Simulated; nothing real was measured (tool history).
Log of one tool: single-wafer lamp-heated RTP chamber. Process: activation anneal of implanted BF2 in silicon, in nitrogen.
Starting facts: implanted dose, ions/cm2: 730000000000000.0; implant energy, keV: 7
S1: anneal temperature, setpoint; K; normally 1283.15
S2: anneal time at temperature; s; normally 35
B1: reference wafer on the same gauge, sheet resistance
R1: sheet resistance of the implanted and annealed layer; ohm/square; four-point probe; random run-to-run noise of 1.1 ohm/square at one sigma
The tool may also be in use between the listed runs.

run,hour,S1,S2,B1,R1
1,0,1283.15,23,263.11,266.21
2,28.7,1283.15,23,262.94,266.87
3,41.2,1283.15,23,262.87,265.49
4,69.3,1293.15,35,263.06,236.32
5,99.9,1294.15,21,263.08,255.44
6,133,1283.15,35,262.91,249.03
7,167.6,1283.15,35,262.61,249.66
8,195.3,1283.15,35,262.97,249.5
9,224.1,1283.15,35,262.94,249.03
10,238.8,1283.15,35,262.67,248.02
11,253.8,1306.15,53,262.89,204.9
12,266.5,1283.15,35,263.03,248.71
13,367.1,1309.15,15,263.13,248.34
14,397.1,1283.15,35,262.82,248.63
15,415.2,1312.15,47,263.19,200.7
16,434.1,1293.15,35,262.67,235.82
17,458.7,1261.15,47,263.22,269.98
18,474.1,1283.15,35,262.83,249.14
19,489.1,1310.15,51,262.89,199.83
20,525,1298.15,26,262.81,239.23
21,550.9,1296.15,24,262.99,249.01

Between the runs listed above, the log contained 3 entries, not reproduced here. Where in the sequence does each belong, and how does what the log doesn't record of the tool's condition differ from the listed run before to the listed run after?
Logged between run 7 and run 8: pyrometer window cleaned and pyrometer calibrated (hour 186.8)
  both runs share identical hidden conditions
Logged between run 11 and run 12: gauge calibrated (hour 258.1)
  both runs share identical hidden conditions
Logged between run 14 and run 15: reflector plate cleaned (hour 414.7)
  both runs share identical hidden conditions
